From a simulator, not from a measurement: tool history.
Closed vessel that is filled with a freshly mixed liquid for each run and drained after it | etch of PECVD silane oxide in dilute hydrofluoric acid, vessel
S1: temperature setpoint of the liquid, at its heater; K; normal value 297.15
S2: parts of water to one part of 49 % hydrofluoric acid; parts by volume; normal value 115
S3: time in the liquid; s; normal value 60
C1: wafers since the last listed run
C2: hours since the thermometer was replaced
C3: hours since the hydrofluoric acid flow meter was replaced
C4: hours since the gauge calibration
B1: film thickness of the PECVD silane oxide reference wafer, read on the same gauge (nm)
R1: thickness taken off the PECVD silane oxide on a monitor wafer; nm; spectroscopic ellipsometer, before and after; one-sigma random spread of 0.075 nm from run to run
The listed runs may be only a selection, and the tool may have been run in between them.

Run 1, hour 0.0: usual settings but S1 300.65 K, S3 85 s; C1 0; C2 2294.4; C3 1804.5; C4 232.3; B1 79.99. Result: R1 31.46 nm.
Run 2, hour 15.7: usual settings; C1 2063; C2 2310.1; C3 1820.2; C4 248.0; B1 80.01. Result: R1 19.68 nm.
Run 3, hour 25.4: usual settings; C1 1274; C2 2319.8; C3 1829.9; C4 257.7; B1 80.01. Result: R1 19.56 nm.
Run 4, hour 33.0: usual settings but S3 85 s; C1 998; C2 2327.4; C3 1837.5; C4 265.3; B1 80.01. Result: R1 27.85 nm.
Run 5, hour 49.4: usual settings but S3 85 s; C1 2155; C2 2343.8; C3 1853.9; C4 281.7; B1 79.99. Result: R1 27.70 nm.
Run 6, hour 58.8: usual settings but S1 298.15 K, S3 35 s; C1 1235; C2 2353.2; C3 1863.3; C4 291.1; B1 79.98. Result: R1 11.93 nm.
Run 7, hour 68.5: usual settings but S1 298.15 K, S3 35 s; C1 1274; C2 2362.9; C3 1873.0; C4 300.8; B1 80.01. Result: R1 11.83 nm.
Run 8, hour 86.1: usual settings but S1 298.15 K, S3 35 s; C1 2313; C2 2380.5; C3 1890.6; C4 318.4; B1 80.01. Result: R1 11.99 nm.
At hour 95.4: gauge calibrated.
Run 9, hour 103.3: usual settings; C1 2260; C2 2397.7; C3 1907.8; C4 7.9; B1 80.02. Result: R1 19.67 nm.
Run 10, hour 111.2: usual settings; C1 1038; C2 2405.6; C3 1915.7; C4 15.8; B1 80.00. Result: R1 19.62 nm.
Run 11, hour 118.4: usual settings but S1 299.15 K, S3 35 s; C1 946; C2 2412.8; C3 1922.9; C4 23.0; B1 80.02. Result: R1 12.30 nm.
Run 12, hour 125.1: usual settings but S1 299.15 K, S3 35 s; C1 880; C2 2419.5; C3 1929.6; C4 29.7; B1 79.98. Result: R1 12.38 nm.
Run 13, hour 141.1: usual settings but S1 299.15 K, S3 35 s; C1 2103; C2 2435.5; C3 1945.6; C4 45.7; B1 79.96. Result: R1 12.37 nm.
At hour 143.4: thermometer replaced.
Run 14, hour 157.8: usual settings; C1 2063; C2 14.4; C3 1962.3; C4 62.4; B1 79.99. Result: R1 17.93 nm.
Run 15, hour 167.1: usual settings but S1 301.15 K, S2 145 parts by volume, S3 35 s; C1 1222; C2 23.7; C3 1971.6; C4 71.7; B1 80.00. Result: R1 9.26 nm.
Run 16, hour 181.3: usual settings but S1 294.15 K, S3 70 s; C1 1866; C2 37.9; C3 1985.8; C4 85.9; B1 80.02. Result: R1 18.53 nm.
Run 17, hour 190.7: usual settings; C1 1235; C2 47.3; C3 1995.2; C4 95.3; B1 80.01. Result: R1 17.94 nm.
Run 18, hour 207.6: usual settings; C1 2221; C2 64.2; C3 2012.1; C4 112.2; B1 80.01. Result: R1 17.84 nm.
At hour 220.6: hydrofluoric acid flow meter replaced.
Run 19, hour 222.4: usual settings but S2 160 parts by volume, S3 35 s; C1 1813; C2 79.0; C3 1.8; C4 127.0; B1 80.00. Result: R1 7.14 nm.
Run 20, hour 236.0: usual settings but S1 300.65 K, S2 175 parts by volume, S3 50 s; C1 1787; C2 92.6; C3 15.4; C4 140.6; B1 80.01. Result: R1 10.47 nm.
Run 21, hour 251.7: usual settings but S3 50 s; C1 2063; C2 108.3; C3 31.1; C4 156.3; B1 80.01. Result: R1 14.97 nm.
Run 22, hour 260.2: usual settings; C1 1117; C2 116.8; C3 39.6; C4 164.8; B1 79.98. Result: R1 17.84 nm.
Run 23, hour 273.1: usual settings; C1 1695; C2 129.7; C3 52.5; C4 177.7; B1 80.00. Result: R1 17.86 nm.
Run 24, hour 283.1: usual settings but S1 300.65 K, S2 100 parts by volume, S3 30 s; C1 1314; C2 139.7; C3 62.5; C4 187.7; B1 80.02. Result: R1 11.93 nm.
Run 25, hour 291.4: usual settings but S1 301.15 K; C1 1090; C2 148.0; C3 70.8; C4 196.0; B1 79.99. Result: R1 20.86 nm.
Run 26, hour 301.6: usual settings; C1 1340; C2 158.2; C3 81.0; C4 206.2; B1 79.99. Result: R1 17.93 nm.
Run 27, hour 318.4: usual settings but S1 300.15 K, S3 30 s; C1 2208; C2 175.0; C3 97.8; C4 223.0; B1 80.03. Result: R1 10.10 nm.
Run 28, hour 325.3: usual settings but S1 293.65 K, S2 100 parts by volume, S3 50 s; C1 906; C2 181.9; C3 104.7; C4 229.9; B1 80.01. Result: R1 15.27 nm.
Run 29, hour 331.9: usual settings but S1 295.65 K, S3 40 s; C1 867; C2 188.5; C3 111.3; C4 236.5; B1 79.99. Result: R1 11.34 nm.
Run 30, hour 345.5: usual settings but S1 293.65 K, S2 100 parts by volume, S3 50 s; C1 1787; C2 202.1; C3 124.9; C4 250.1; B1 80.00. Result: R1 15.31 nm.
Run 31, hour 355.6: usual settings; C1 1327; C2 212.2; C3 135.0; C4 260.2; B1 80.00. Result: R1 17.96 nm.
Run 32, hour 363.0: usual settings but S1 294.65 K, S2 155 parts by volume, S3 85 s; C1 972; C2 219.6; C3 142.4; C4 267.6; B1 79.99. Result: R1 16.41 nm.

Pick out some run-to-run changes in R1. Of each, how much would a tool without hidden state show as well, from the settings, what came in and chance, and how much is left for the hidden state and any gauge scatter not in both results compared?
Hidden state present: liquid hotter than its thermometer reads (K); hydrofluoric acid flow above the setpoint (%); gauge reads high (%).
Run 1 -> 2: S1 300.65 -> 297.15, S3 85 -> 60. R1 -11.78 nm: hidden state -1.04, all else -10.74.
Run 5 -> 6: S1 297.15 -> 298.15, S3 85 -> 35. R1 -15.77 nm: hidden state -1.58, all else -14.19.
Run 13 -> 14: S1 299.15 -> 297.15, S3 35 -> 60, thermometer replaced. R1 +5.56 nm: hidden state -1.02, all else +6.58.
Run 18 -> 19: S2 115 -> 160, S3 60 -> 35, hydrofluoric acid flow meter replaced. R1 -10.70 nm: hidden state -0.16, all else -10.54.
